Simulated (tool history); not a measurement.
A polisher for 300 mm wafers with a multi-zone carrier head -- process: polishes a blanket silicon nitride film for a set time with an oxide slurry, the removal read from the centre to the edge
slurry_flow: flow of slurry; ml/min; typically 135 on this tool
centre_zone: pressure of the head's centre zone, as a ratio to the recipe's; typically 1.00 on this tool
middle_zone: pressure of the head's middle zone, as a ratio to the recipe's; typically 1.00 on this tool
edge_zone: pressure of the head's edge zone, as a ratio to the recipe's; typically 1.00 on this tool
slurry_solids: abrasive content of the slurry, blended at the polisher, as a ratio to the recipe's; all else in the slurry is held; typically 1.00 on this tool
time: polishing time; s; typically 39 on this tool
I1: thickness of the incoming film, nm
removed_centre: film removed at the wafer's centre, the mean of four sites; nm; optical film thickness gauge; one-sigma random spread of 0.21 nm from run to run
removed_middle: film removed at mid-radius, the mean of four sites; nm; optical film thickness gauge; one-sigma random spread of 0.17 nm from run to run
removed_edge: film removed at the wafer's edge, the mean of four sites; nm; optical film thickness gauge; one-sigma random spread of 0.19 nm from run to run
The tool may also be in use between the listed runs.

Run 1, hour 0.0: usual settings but slurry_solids 0.85; I1 402.9. Result: removed_centre 19.9 nm, removed_middle 19.0 nm, removed_edge 19.0 nm.
Run 2, hour 87.2: usual settings; I1 412.8. Result: removed_centre 21.3 nm, removed_middle 20.5 nm, removed_edge 19.7 nm.
Run 3, hour 156.4: usual settings; I1 411.8. Result: removed_centre 21.5 nm, removed_middle 20.4 nm, removed_edge 19.7 nm.
Run 4, hour 219.0: usual settings; I1 402.9. Result: removed_centre 21.4 nm, removed_middle 20.6 nm, removed_edge 19.9 nm.
At hour 249.4: worn pad replaced by a new one.
Run 5, hour 289.8: usual settings but slurry_solids 1.15, time 34 s; I1 406.6. Result: removed_centre 20.4 nm, removed_middle 18.6 nm, removed_edge 18.7 nm.
Run 6, hour 343.5: usual settings but slurry_solids 1.15, time 34 s; I1 409.1. Result: removed_centre 20.3 nm, removed_middle 18.9 nm, removed_edge 18.3 nm.
At hour 369.4: slurry nozzle cleaned.
Run 7, hour 416.9: usual settings but slurry_solids 1.15, time 34 s; I1 407.5. Result: removed_centre 20.3 nm, removed_middle 19.1 nm, removed_edge 18.4 nm.
At hour 512.3: edge zone pressure recalibrated.
Run 8, hour 518.9: usual settings but slurry_solids 1.15; I1 401.4. Result: removed_centre 23.6 nm, removed_middle 21.6 nm, removed_edge 21.0 nm.
At hour 583.9: worn pad replaced by a new one.
Run 9, hour 605.1: usual settings; I1 407.7. Result: removed_centre 22.4 nm, removed_middle 20.2 nm, removed_edge 19.8 nm.
At hour 667.6: carrier head's membrane replaced by a new one.
Run 10, hour 703.3: usual settings but slurry_solids 1.25; I1 411.7. Result: removed_centre 25.1 nm, removed_middle 22.4 nm, removed_edge 21.5 nm.
At hour 725.8: slurry nozzle cleaned.
At hour 726.5: centre zone pressure recalibrated.
Run 11, hour 746.0: usual settings but centre_zone 0.91, middle_zone 1.06; I1 405.7. Result: removed_centre 18.5 nm, removed_middle 21.2 nm, removed_edge 19.6 nm.
Run 12, hour 783.9: usual settings but slurry_flow 160 ml/min, centre_zone 1.09, edge_zone 0.97; I1 411.6. Result: removed_centre 23.6 nm, removed_middle 20.9 nm, removed_edge 19.8 nm.
Run 13, hour 883.4: usual settings; I1 409.2. Result: removed_centre 20.4 nm, removed_middle 20.3 nm, removed_edge 19.9 nm.
Run 14, hour 923.1: usual settings; I1 411.7. Result: removed_centre 20.8 nm, removed_middle 20.6 nm, removed_edge 20.0 nm.
At hour 939.9: worn pad replaced by a new one.
Run 15, hour 1026.9: usual settings; I1 409.5. Result: removed_centre 21.1 nm, removed_middle 20.3 nm, removed_edge 20.0 nm.
At hour 1092.3: slurry nozzle cleaned.
Run 16, hour 1131.7: usual settings but slurry_flow 120 ml/min, centre_zone 1.05; I1 410.9. Result: removed_centre 21.6 nm, removed_middle 20.1 nm, removed_edge 19.2 nm.
Run 17, hour 1225.7: usual settings but slurry_flow 105 ml/min, middle_zone 1.07, edge_zone 0.91, time 30 s; I1 408.6. Result: removed_centre 15.5 nm, removed_middle 15.6 nm, removed_edge 14.3 nm.
At hour 1274.4: worn pad replaced by a new one.
Run 18, hour 1314.1: usual settings; I1 410.6. Result: removed_centre 21.2 nm, removed_middle 20.5 nm, removed_edge 20.0 nm.
Run 19, hour 1411.6: usual settings but middle_zone 1.07, edge_zone 1.07; I1 409.2. Result: removed_centre 22.1 nm, removed_middle 21.5 nm, removed_edge 20.4 nm.
At hour 1484.9: slurry nozzle cleaned.
Run 20, hour 1500.9: usual settings but middle_zone 0.91, slurry_solids 0.85, time 29 s; I1 413.4. Result: removed_centre 15.4 nm, removed_middle 13.0 nm, removed_edge 13.6 nm.
Run 21, hour 1546.1: usual settings; I1 410.4. Result: removed_centre 22.1 nm, removed_middle 20.5 nm, removed_edge 19.8 nm.
Run 22, hour 1610.9: usual settings but slurry_flow 120 ml/min, edge_zone 0.95, time 45 s; I1 409.7. Result: removed_centre 24.8 nm, removed_middle 22.8 nm, removed_edge 22.1 nm.

Below are 3 alternative next runs, each starting from the tool's condition after run 22. Predict each:
Run A, hour 1611.3: usual settings but slurry_flow 100 ml/min; I1 415.2. Result: removed_centre ?, removed_middle ?, removed_edge ?.
Run B, hour 1611.3: usual settings but slurry_flow 105 ml/min, centre_zone 0.95, slurry_solids 1.20; I1 415.2. Result: removed_centre ?, removed_middle ?, removed_edge ?.
Run C, hour 1611.3: usual settings but slurry_flow 110 ml/min, centre_zone 1.07, slurry_solids 0.75, time 43 s; I1 415.2. Result: removed_centre ?, removed_middle ?, removed_edge ?.

run  removed_centre  removed_middle  removed_edge
  A            20.4            18.7          19.2
  B            21.2            20.5          20.9
  C            22.0            18.8          19.1
With no hidden state in the tool, these same runs would have given:
run  removed_centre  removed_middle  removed_edge
  A            18.6            18.8          19.2
  B            19.4            20.5          20.9
  C            20.1            18.8          19.1
